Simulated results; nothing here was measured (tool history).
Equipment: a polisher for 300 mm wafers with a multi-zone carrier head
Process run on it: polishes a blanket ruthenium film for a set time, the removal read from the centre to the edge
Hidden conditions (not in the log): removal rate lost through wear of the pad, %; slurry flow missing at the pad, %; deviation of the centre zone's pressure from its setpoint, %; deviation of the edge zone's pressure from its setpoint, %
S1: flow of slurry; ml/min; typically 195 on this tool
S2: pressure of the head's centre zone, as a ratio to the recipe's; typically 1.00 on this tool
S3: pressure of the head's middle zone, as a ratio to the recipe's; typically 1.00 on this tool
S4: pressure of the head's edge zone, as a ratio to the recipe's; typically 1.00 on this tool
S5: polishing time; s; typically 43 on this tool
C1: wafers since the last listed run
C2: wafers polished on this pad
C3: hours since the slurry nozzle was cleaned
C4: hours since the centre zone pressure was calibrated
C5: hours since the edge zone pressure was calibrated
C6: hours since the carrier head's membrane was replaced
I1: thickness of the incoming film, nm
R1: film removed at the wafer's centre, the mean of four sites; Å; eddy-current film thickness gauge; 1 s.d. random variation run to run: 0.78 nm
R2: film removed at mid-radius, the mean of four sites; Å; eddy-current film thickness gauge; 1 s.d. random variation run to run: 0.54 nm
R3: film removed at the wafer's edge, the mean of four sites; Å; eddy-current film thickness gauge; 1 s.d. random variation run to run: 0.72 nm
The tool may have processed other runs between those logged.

| run | hour | S1 | S2 | S3 | S4 | S5 | C1 | C2 | C3 | C4 | C5 | C6 | I1 | R1 | R2 | R3 |
|---|---|---|---|---|---|---|---|---|---|---|---|---|---|---|---|---|
| 1 | 0.0 | 195 | 1.00 | 1.00 | 1.00 | 43 | 0 | 1843 | 332.8 | 49.0 | 359.4 | 1271.2 | 555.2 | 550 | 557 | 557 |
| 2 | 36.7 | 195 | 1.00 | 1.05 | 1.00 | 43 | 512 | 2355 | 369.5 | 85.7 | 396.1 | 1307.9 | 562.7 | 532 | 585 | 551 |
|  | 50.8 | carrier head's membrane replaced by a new one |
| 3 | 104.4 | 195 | 1.00 | 1.00 | 1.00 | 43 | 875 | 3231 | 437.2 | 153.4 | 463.8 | 53.6 | 560.1 | 525 | 563 | 552 |
| 4 | 154.8 | 195 | 1.00 | 1.00 | 1.00 | 43 | 703 | 3935 | 487.6 | 203.8 | 514.2 | 104.0 | 565.5 | 498 | 557 | 562 |
|  | 178.7 | worn pad replaced by a new one |
|  | 182.0 | edge zone pressure recalibrated |
| 5 | 213.5 | 195 | 1.09 | 0.91 | 1.00 | 53 | 736 | 457 | 546.3 | 262.5 | 31.5 | 162.7 | 548.8 | 668 | 623 | 687 |
| 6 | 238.0 | 175 | 0.94 | 0.90 | 0.90 | 43 | 342 | 799 | 570.8 | 287.0 | 56.0 | 187.2 | 570.9 | 445 | 491 | 512 |
|  | 251.9 | centre zone pressure recalibrated |
| 7 | 271.1 | 250 | 1.00 | 1.12 | 1.09 | 39 | 434 | 1234 | 603.9 | 19.2 | 89.1 | 220.3 | 564.4 | 515 | 560 | 526 |
| 8 | 310.8 | 195 | 1.12 | 1.04 | 1.06 | 43 | 554 | 1788 | 643.6 | 58.9 | 128.8 | 260.0 | 555.9 | 592 | 561 | 555 |
| 9 | 352.0 | 255 | 1.00 | 1.00 | 1.00 | 43 | 575 | 2364 | 684.8 | 100.1 | 170.0 | 301.2 | 563.2 | 551 | 563 | 546 |
| 10 | 413.3 | 195 | 1.00 | 1.00 | 1.00 | 43 | 856 | 3220 | 746.1 | 161.4 | 231.3 | 362.5 | 560.3 | 497 | 537 | 545 |
| 11 | 465.4 | 195 | 1.00 | 1.00 | 1.00 | 43 | 727 | 3948 | 798.2 | 213.5 | 283.4 | 414.6 | 563.3 | 487 | 521 | 530 |
| 12 | 514.8 | 195 | 1.00 | 1.03 | 1.00 | 39 | 689 | 4637 | 847.6 | 262.9 | 332.8 | 464.0 | 556.7 | 431 | 479 | 489 |
|  | 556.8 | worn pad replaced by a new one |
| 13 | 564.2 | 195 | 1.00 | 1.00 | 1.00 | 43 | 634 | 104 | 897.0 | 312.3 | 382.2 | 513.4 | 555.5 | 437 | 503 | 518 |
|  | 568.6 | slurry nozzle cleaned |
|  | 577.5 | centre zone pressure recalibrated |
| 14 | 619.4 | 195 | 1.00 | 1.00 | 0.93 | 43 | 729 | 833 | 50.8 | 41.9 | 437.4 | 568.6 | 556.1 | 546 | 571 | 547 |
| 15 | 646.8 | 195 | 1.00 | 1.00 | 1.00 | 43 | 382 | 1215 | 78.2 | 69.3 | 464.8 | 596.0 | 563.2 | 539 | 564 | 556 |
| 16 | 716.8 | 195 | 1.00 | 1.00 | 1.00 | 47 | 977 | 2193 | 148.2 | 139.3 | 534.8 | 666.0 | 557.1 | 573 | 620 | 597 |
|  | 722.4 | edge zone pressure recalibrated |
| 17 | 763.3 | 195 | 1.12 | 1.07 | 1.00 | 29 | 621 | 2815 | 194.7 | 185.8 | 40.9 | 712.5 | 551.0 | 404 | 401 | 380 |
| 18 | 816.9 | 195 | 1.00 | 0.89 | 1.00 | 37 | 748 | 3563 | 248.3 | 239.4 | 94.5 | 766.1 | 552.7 | 436 | 441 | 482 |
| 19 | 849.4 | 175 | 1.00 | 1.07 | 0.89 | 54 | 453 | 4017 | 280.8 | 271.9 | 127.0 | 798.6 | 558.7 | 623 | 730 | 672 |
| 20 | 904.8 | 225 | 1.10 | 1.06 | 1.04 | 43 | 773 | 4791 | 336.2 | 327.3 | 182.4 | 854.0 | 565.7 | 548 | 603 | 575 |
|  | 912.8 | worn pad replaced by a new one |
|  | 915.8 | centre zone pressure recalibrated |
| 21 | 950.8 | 215 | 1.00 | 1.00 | 1.00 | 55 | 558 | 502 | 382.2 | 35.0 | 228.4 | 900.0 | 559.8 | 703 | 730 | 710 |
| 22 | 998.7 | 195 | 1.00 | 1.00 | 1.00 | 43 | 669 | 1171 | 430.1 | 82.9 | 276.3 | 947.9 | 556.2 | 530 | 555 | 571 |
| 23 | 1033.7 | 195 | 1.00 | 1.00 | 1.00 | 47 | 488 | 1660 | 465.1 | 117.9 | 311.3 | 982.9 | 559.2 | 569 | 608 | 588 |

Consider 3 possible next runs. They are alternatives, not a sequence: every one starts from the tool as it was left by run 23. What does each give?
| A | 1034.1 | 195 | 0.96 | 1.00 | 1.00 | 43 | 5 | 1665 | 465.5 | 118.3 | 311.7 | 983.3 | 556.4 | ? | ? | ? |
| B | 1034.1 | 195 | 1.00 | 0.94 | 1.00 | 47 | 5 | 1665 | 465.5 | 118.3 | 311.7 | 983.3 | 556.4 | ? | ? | ? |
| C | 1034.1 | 195 | 1.11 | 0.96 | 1.00 | 57 | 5 | 1665 | 465.5 | 118.3 | 311.7 | 983.3 | 556.4 | ? | ? | ? |

| run | R1 | R2 | R3 |
|---|---|---|---|
| A | 484 | 560 | 551 |
| B | 551 | 581 | 603 |
| C | 743 | 717 | 731 |
Stripped of hidden state, with their random variation kept, the same runs would have yielded:
| run | R1 | R2 | R3 |
|---|---|---|---|
| A | 530 | 573 | 561 |
| B | 603 | 595 | 614 |
| C | 813 | 734 | 744 |

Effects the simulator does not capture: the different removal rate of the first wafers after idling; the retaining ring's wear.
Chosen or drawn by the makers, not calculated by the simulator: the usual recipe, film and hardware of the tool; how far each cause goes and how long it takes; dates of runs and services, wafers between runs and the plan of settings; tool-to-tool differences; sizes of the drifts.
